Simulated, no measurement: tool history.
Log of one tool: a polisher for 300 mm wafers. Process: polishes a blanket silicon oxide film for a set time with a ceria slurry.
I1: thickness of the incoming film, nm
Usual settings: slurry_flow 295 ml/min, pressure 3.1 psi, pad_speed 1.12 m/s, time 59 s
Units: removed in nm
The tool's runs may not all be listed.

Run 1, day 0.000: usual settings; I1 819.7. Result: removed 229.6 nm.
At day 0.333: head pressure recalibrated.
At day 2.962: worn pad replaced by a new one.
Run 2, day 3.821: usual settings; I1 806.4. Result: removed 243.0 nm.
Run 3, day 6.275: usual settings; I1 819.1. Result: removed 234.5 nm.
Run 4, day 9.104: usual settings but pressure 3.3 psi; I1 808.4. Result: removed 247.3 nm.
Run 5, day 12.550: usual settings but pressure 3.3 psi; I1 817.1. Result: removed 240.7 nm.
At day 16.350: worn pad replaced by a new one.
Run 6, day 17.292: usual settings but pressure 3.3 psi; I1 813.8. Result: removed 254.1 nm.
At day 26.325: slurry nozzle cleaned.
At day 30.229: worn pad replaced by a new one.
Run 7, day 30.250: usual settings but time 70 s; I1 828.4. Result: removed 301.5 nm.
Run 8, day 33.233: usual settings but time 70 s; I1 823.9. Result: removed 284.8 nm.
Run 9, day 34.892: usual settings; I1 823.7. Result: removed 234.7 nm.
Run 10, day 38.429: usual settings but pad_speed 0.90 m/s; I1 821.0. Result: removed 186.7 nm.
At day 40.712: head pressure recalibrated.
Run 11, day 41.621: usual settings but pressure 2.0 psi; I1 816.7. Result: removed 159.1 nm.
At day 43.688: worn pad replaced by a new one.
Run 12, day 44.508: usual settings but slurry_flow 210 ml/min, pressure 3.8 psi, pad_speed 0.84 m/s, time 74 s; I1 814.9. Result: removed 270.5 nm.
Run 13, day 46.950: usual settings but slurry_flow 205 ml/min, time 65 s; I1 812.7. Result: removed 260.6 nm.
Run 14, day 50.733: usual settings but slurry_flow 205 ml/min; I1 813.3. Result: removed 223.6 nm.
Run 15, day 54.146: usual settings but slurry_flow 245 ml/min, pressure 2.6 psi, pad_speed 1.42 m/s; I1 832.2. Result: removed 247.2 nm.
At day 56.488: slurry nozzle cleaned.
At day 56.808: worn pad replaced by a new one.
Run 16, day 57.429: usual settings but time 73 s; I1 827.9. Result: removed 306.2 nm.
Run 17, day 60.888: usual settings but slurry_flow 385 ml/min, pad_speed 1.46 m/s, time 66 s; I1 836.6. Result: removed 364.7 nm.

The tool's hidden state at each run:
slurry flow missing at the pad, %: 0 in every run
deviation of the head's pressure from its setpoint, %: 0 in every run
H1: removal rate lost through wear of the pad, %
run    H1
  1  10.2
  2  3.31
  3  7.22
  4  9.58
  5  10.9
  6  3.76
  7     1
  8  6.52
  9  8.23
 10  10.2
 11    11
 12  2.02
 13  5.96
 14  8.85
 15  9.92
 16  1.94
 17  7.18

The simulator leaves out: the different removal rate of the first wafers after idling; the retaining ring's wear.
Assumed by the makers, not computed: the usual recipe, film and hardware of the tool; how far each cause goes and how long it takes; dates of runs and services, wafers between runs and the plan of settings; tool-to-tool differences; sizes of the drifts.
